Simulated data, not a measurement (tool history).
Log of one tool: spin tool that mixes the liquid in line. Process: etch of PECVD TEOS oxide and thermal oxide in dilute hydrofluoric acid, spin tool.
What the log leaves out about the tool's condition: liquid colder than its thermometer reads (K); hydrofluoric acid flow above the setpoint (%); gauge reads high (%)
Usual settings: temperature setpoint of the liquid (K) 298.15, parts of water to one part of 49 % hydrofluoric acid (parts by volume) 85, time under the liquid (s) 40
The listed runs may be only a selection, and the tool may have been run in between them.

run     day  temperature setpoint of the liquid (K)  parts of water to one part of 49 % hydrofluoric acid (parts by volume)  time under the liquid (s)  wafers since the last listed run  hours since the thermometer was replaced  hours since the hydrofluoric acid flow meter was replaced  hours since the gauge calibration  read-back film thickness of the PECVD TEOS oxide reference wafer, read on the same gauge (nm)  read-back film thickness of the thermal oxide reference wafer, read on the same gauge (nm)  thickness taken off the PECVD TEOS oxide on a monitor wafer (Å)  thickness taken off the thermal oxide on a monitor wafer (Å)
  1       0                                  298.15                                                                      85                         40                                 0                                    1855.9                                                      504.1                              450.7                                                                                             30                                                                                       40.02                                                            107.6                                                          20.9
  2   4.362                                  301.15                                                                     110                         40                              2170                                    1960.6                                                      608.8                              555.4                                                                                          29.98                                                                                      40.015                                                             89.5                                                         17.37
  3   8.125                                  301.15                                                                     110                         40                              1872                                    2050.9                                                      699.1                              645.7                                                                                          29.98                                                                                      39.971                                                             89.6                                                         17.17
  4   11.85                                  301.15                                                                     110                         40                              1853                                    2140.3                                                      788.5                              735.1                                                                                          30.01                                                                                      39.939                                                             90.5                                                          17.2
  5  15.888                                  298.15                                                                      85                         40                              2009                                    2237.2                                                      885.4                                832                                                                                          29.97                                                                                      40.018                                                            105.7                                                         20.34
  6  19.367                                  298.15                                                                      85                         40                              1731                                    2320.7                                                      968.9                              915.5                                                                                          30.01                                                                                       39.98                                                            106.2                                                         20.65
  7  22.971                                  298.15                                                                      85                         40                              1793                                    2407.2                                                     1055.4                               1002                                                                                             30                                                                                      39.998                                                            105.7                                                         20.18
     24.808  -- hydrofluoric acid flow meter replaced
  8  26.921                                  298.15                                                                      60                         40                              1944                                      2502                                                       50.7                             1096.8                                                                                             30                                                                                       40.03                                                              155                                                         29.42
     30.696  -- thermometer replaced
  9  34.275                                  298.15                                                                      60                         40                              3638                                      85.9                                                      227.2                             1273.3                                                                                             30                                                                                      40.016                                                            164.3                                                         32.13
 10  38.083                                  298.15                                                                      85                         40                              1894                                     177.3                                                      318.6                             1364.7                                                                                          30.01                                                                                      40.026                                                            113.3                                                         21.72
 11  41.188                                  301.65                                                                      85                         40                              1544                                     251.8                                                      393.1                             1439.2                                                                                             30                                                                                      40.024                                                            128.4                                                          25.2
 12  44.038                                  298.15                                                                      85                         35                              1418                                     320.2                                                      461.5                             1507.6                                                                                             30                                                                                      39.976                                                             98.2                                                         18.59
     47.771  -- gauge calibrated
 13  48.221                                  298.15                                                                      85                         40                              2081                                     420.6                                                      561.9                               10.8                                                                                             30                                                                                      40.003                                                            112.1                                                         21.37
 14    52.3                                  294.15                                                                      65                         40                              2029                                     518.5                                                      659.8                              108.7                                                                                          30.01                                                                                      39.975                                                            126.1                                                         24.36
 15  54.538                                  298.15                                                                      85                         40                              1113                                     572.2                                                      713.5                              162.4                                                                                          29.98                                                                                      40.044                                                            111.9                                                         21.02
 16  57.217                                  299.65                                                                     120                         60                              1333                                     636.5                                                      777.8                              226.7                                                                                             30                                                                                      40.027                                                              120                                                         23.26
 17  59.529                                  295.65                                                                     120                         50                              1150                                       692                                                      833.3                              282.2                                                                                             30                                                                                       39.96                                                             84.6                                                          16.5
     60.908  -- hydrofluoric acid flow meter replaced
 18  61.788                                  296.15                                                                      65                         50                              1102                                     746.2                                                       21.1                              336.4                                                                                          29.99                                                                                      40.045                                                            170.4                                                         32.55
 19  64.112                                  298.15                                                                     105                         40                              1156                                       802                                                       76.9                              392.2                                                                                          29.99                                                                                      40.017                                                             87.6                                                         17.27
 20  65.692                                  298.15                                                                      85                         40                               785                                     839.9                                                      114.8                              430.1                                                                                             30                                                                                      39.995                                                            110.6                                                         21.24
 21  68.708                                  294.65                                                                      50                         20                              1501                                     912.3                                                      187.2                              502.5                                                                                          29.97                                                                                      40.005                                                               85                                                         15.95
 22  71.304                                  294.65                                                                      85                         60                              1291                                     974.6                                                      249.5                              564.8                                                                                          29.99                                                                                      40.027                                                            142.2                                                         27.44

For each run, what was the tool's unlogged condition?
hydrofluoric acid flow above the setpoint (%): 0, the same for each run
gauge reads high (%): 0, the same for each run
H1: liquid colder than its thermometer reads (K)
run     H1
  1   1.45
  2   1.53
  3    1.6
  4   1.67
  5   1.74
  6   1.81
  7   1.88
  8   1.95
  9  0.206
 10  0.277
 11  0.334
 12  0.387
 13  0.465
 14  0.541
 15  0.583
 16  0.633
 17  0.676
 18  0.718
 19  0.761
 20   0.79
 21  0.846
 22  0.895
